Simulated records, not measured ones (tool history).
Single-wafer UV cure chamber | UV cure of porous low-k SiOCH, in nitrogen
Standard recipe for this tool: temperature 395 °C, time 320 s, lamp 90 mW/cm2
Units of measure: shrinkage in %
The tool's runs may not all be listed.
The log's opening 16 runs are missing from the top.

run   hour  temperature  time  lamp  shrinkage
 17  217.9          395   320   113     13.676
 18  230.0          395   320   113     13.601
 19  243.5          385   320    90     12.530
 20  254.5          415   500    55     12.786
 21  261.5          387   375   108     13.874
 22  270.5          379   490    90     14.206
 23  287.2          395   450   121     15.521
 24  299.9          395   240   112     12.306
 25  308.3          395   320    90     12.481
 26  326.0          377   475    53     11.782
 27  342.5          395   320   100     12.872
 28  356.7          388   175    75      8.904
 29  368.6          385   150    90      9.011
     380.6  -- quartz window cleaned
 30  381.2          395   320    90     12.610
 31  390.1          382   245    90     11.060
 32  397.3          413   370    90     13.690
 33  410.9          403   320    90     12.432
 34  418.5          388   155    58      7.371
 35  432.3          406   220    90     10.950
 36  448.9          395   320    90     12.568
 37  457.6          395   320    90     12.750
 38  464.7          395   245    57      9.387
 39  480.2          395   170    90      9.879

5 ways to go on from here, each from the tool as it stands after run 39. What would each give?
  A  480.7          395   320    90          ?
  B  480.7          395   235   118          ?
  C  480.7          383   320    90          ?
  D  480.7          413   320    90          ?
  E  480.7          395   385    90          ?

run  shrinkage
  A     12.455
  B     12.279
  C     12.234
  D     12.775
  E     13.324
The same runs, with their run-to-run variation unchanged, on a tool lacking any hidden condition would have given:
run  shrinkage
  A     12.455
  B     12.279
  C     12.234
  D     12.775
  E     13.324
